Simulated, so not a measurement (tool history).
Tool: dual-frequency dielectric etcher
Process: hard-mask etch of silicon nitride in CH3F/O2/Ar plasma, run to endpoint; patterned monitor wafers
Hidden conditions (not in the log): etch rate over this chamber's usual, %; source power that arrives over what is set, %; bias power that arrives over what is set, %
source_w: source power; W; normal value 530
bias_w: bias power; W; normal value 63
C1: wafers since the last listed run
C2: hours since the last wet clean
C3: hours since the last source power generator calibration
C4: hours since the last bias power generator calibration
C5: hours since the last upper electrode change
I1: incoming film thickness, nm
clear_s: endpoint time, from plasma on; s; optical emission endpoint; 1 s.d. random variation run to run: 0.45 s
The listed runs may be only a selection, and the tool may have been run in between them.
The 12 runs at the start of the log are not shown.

{"run": 13, "hour": 321.5, "source_w": 530, "bias_w": 63, "C1": 218, "C2": 285.5, "C3": 24.2, "C4": 3633.2, "C5": 173.1, "I1": 35.56, "clear_s": 50.8}
{"run": 14, "hour": 355.8, "source_w": 530, "bias_w": 72, "C1": 467, "C2": 319.8, "C3": 58.5, "C4": 3667.5, "C5": 207.4, "I1": 35.68, "clear_s": 50.1}
{"run": 15, "hour": 380.2, "source_w": 530, "bias_w": 74, "C1": 332, "C2": 344.2, "C3": 82.9, "C4": 3691.9, "C5": 231.8, "I1": 35.27, "clear_s": 48.6}
{"run": 16, "hour": 401.9, "source_w": 530, "bias_w": 63, "C1": 295, "C2": 365.9, "C3": 104.6, "C4": 3713.6, "C5": 253.5, "I1": 35.48, "clear_s": 51.3}
{"run": 17, "hour": 435.1, "source_w": 590, "bias_w": 63, "C1": 452, "C2": 399.1, "C3": 137.8, "C4": 3746.8, "C5": 286.7, "I1": 35.61, "clear_s": 49.1}
{"hour": 465.2, "done": "wet clean of the chamber"}
{"run": 18, "hour": 465.7, "source_w": 610, "bias_w": 68, "C1": 90, "C2": 0.5, "C3": 168.4, "C4": 3777.4, "C5": 317.3, "I1": 35.44, "clear_s": 47.3}
{"run": 19, "hour": 490.9, "source_w": 650, "bias_w": 63, "C1": 343, "C2": 25.7, "C3": 193.6, "C4": 3802.6, "C5": 342.5, "I1": 35.72, "clear_s": 46.8}
{"run": 20, "hour": 504.1, "source_w": 530, "bias_w": 63, "C1": 180, "C2": 38.9, "C3": 206.8, "C4": 3815.8, "C5": 355.7, "I1": 35.71, "clear_s": 51.6}
{"hour": 517.5, "done": "bias power generator calibrated"}
{"run": 21, "hour": 530.5, "source_w": 530, "bias_w": 63, "C1": 305, "C2": 65.3, "C3": 233.2, "C4": 13, "C5": 382.1, "I1": 35.55, "clear_s": 52.2}
{"run": 22, "hour": 551.9, "source_w": 610, "bias_w": 74, "C1": 291, "C2": 86.7, "C3": 254.6, "C4": 34.4, "C5": 403.5, "I1": 35.93, "clear_s": 46.5}

Run 23 is up next; what results do you expect?
{"run": 23, "hour": 566.3, "source_w": 530, "bias_w": 63, "C1": 196, "C2": 101.1, "C3": 269, "C4": 48.8, "C5": 417.9, "I1": 35.76, "clear_s": "?"}

clear_s: 51.6 s
Without the tool's hidden state the same run would have given clear_s 51.6 s.
